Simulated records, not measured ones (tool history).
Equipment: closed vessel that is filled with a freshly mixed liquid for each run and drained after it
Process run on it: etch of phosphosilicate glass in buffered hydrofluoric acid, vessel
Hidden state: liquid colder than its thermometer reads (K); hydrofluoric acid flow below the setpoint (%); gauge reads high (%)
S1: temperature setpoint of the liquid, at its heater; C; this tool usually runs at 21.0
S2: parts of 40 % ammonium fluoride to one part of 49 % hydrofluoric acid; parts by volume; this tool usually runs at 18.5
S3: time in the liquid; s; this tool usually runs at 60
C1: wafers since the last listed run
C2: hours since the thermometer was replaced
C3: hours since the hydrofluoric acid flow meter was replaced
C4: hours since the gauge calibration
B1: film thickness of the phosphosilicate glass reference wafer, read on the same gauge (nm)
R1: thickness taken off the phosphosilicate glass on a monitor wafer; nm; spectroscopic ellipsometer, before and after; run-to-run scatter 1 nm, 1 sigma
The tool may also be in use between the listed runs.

run   hour    S1    S2  S3    C1      C2      C3     C4      B1      R1
  1    0.0  21.0  18.5  60     0  2254.0  1149.8  126.5   99.95  246.73
  2   14.6  21.0  18.5  60  1173  2268.6  1164.4  141.1   99.95  245.21
  3   27.5  19.0  18.5  80  1036  2281.5  1177.3  154.0   99.97  291.33
  4   36.5  21.0  13.0  60   723  2290.5  1186.3  163.0  100.00  350.11
  5   54.4  21.0  18.5  60  1438  2308.4  1204.2  180.9  100.03  243.98
  6   71.1  21.0  18.5  60  1341  2325.1  1220.9  197.6  100.00  245.81
  7   86.8  23.0  18.5  60  1261  2340.8  1236.6  213.3   99.96  271.70
  8   93.0  23.0  18.5  60   498  2347.0  1242.8  219.5   99.98  272.92
  9  105.9  23.0  18.5  60  1036  2359.9  1255.7  232.4  100.03  273.67
 10  118.4  21.0  18.5  60  1004  2372.4  1268.2  244.9   99.98  243.53
 11  132.5  21.0  18.5  35  1133  2386.5  1282.3  259.0   99.99  142.27
     135.7  -- gauge calibrated
 12  141.0  21.0  18.5  35   683  2395.0  1290.8    5.3   99.98  141.64
 13  149.7  21.0  18.5  35   699  2403.7  1299.5   14.0   99.97  141.76
 14  163.4  21.0  22.0  60  1100  2417.4  1313.2   27.7  100.03  214.50
 15  178.4  18.5  18.5  60  1205  2432.4  1328.2   42.7  100.01  209.84
     181.4  -- thermometer replaced
 16  186.9  17.0  18.5  95   602     5.5  1336.7   51.2  100.03  346.54
 17  204.8  24.0  18.5  30  1438    23.4  1354.6   69.1  100.01  163.13
 18  211.8  21.0  18.5  35   562    30.4  1361.6   76.1  100.00  160.22
 19  220.7  21.0  18.5  40   715    39.3  1370.5   85.0  100.00  182.66
 20  227.7  25.0  18.5  60   562    46.3  1377.5   92.0  100.01  341.57
 21  239.2  21.0  18.5  60   924    57.8  1389.0  103.5  100.01  275.61
 22  256.5  21.0  22.5  95  1390    75.1  1406.3  120.8   99.97  376.99
     258.2  -- hydrofluoric acid flow meter replaced
 23  269.1  17.0  25.0  60   932    87.7    10.9  133.4   99.99  185.93
 24  277.4  21.0  18.5  70   666    96.0    19.2  141.7   99.98  342.65
 25  294.0  17.5  15.5  30  1333   112.6    35.8  158.3   99.97  142.77
 26  303.0  21.0  18.5  60   723   121.6    44.8  167.3   99.99  293.85

The next listed run, before its measurement:
 27  315.6  21.0  18.5  60  1012  134.2  57.4  179.9   ?   ?

{"run 27": {"B1": 99.99, "R1": 292.65}}
The same run, on a tool lacking any hidden state, would have yielded R1 298.60 nm.
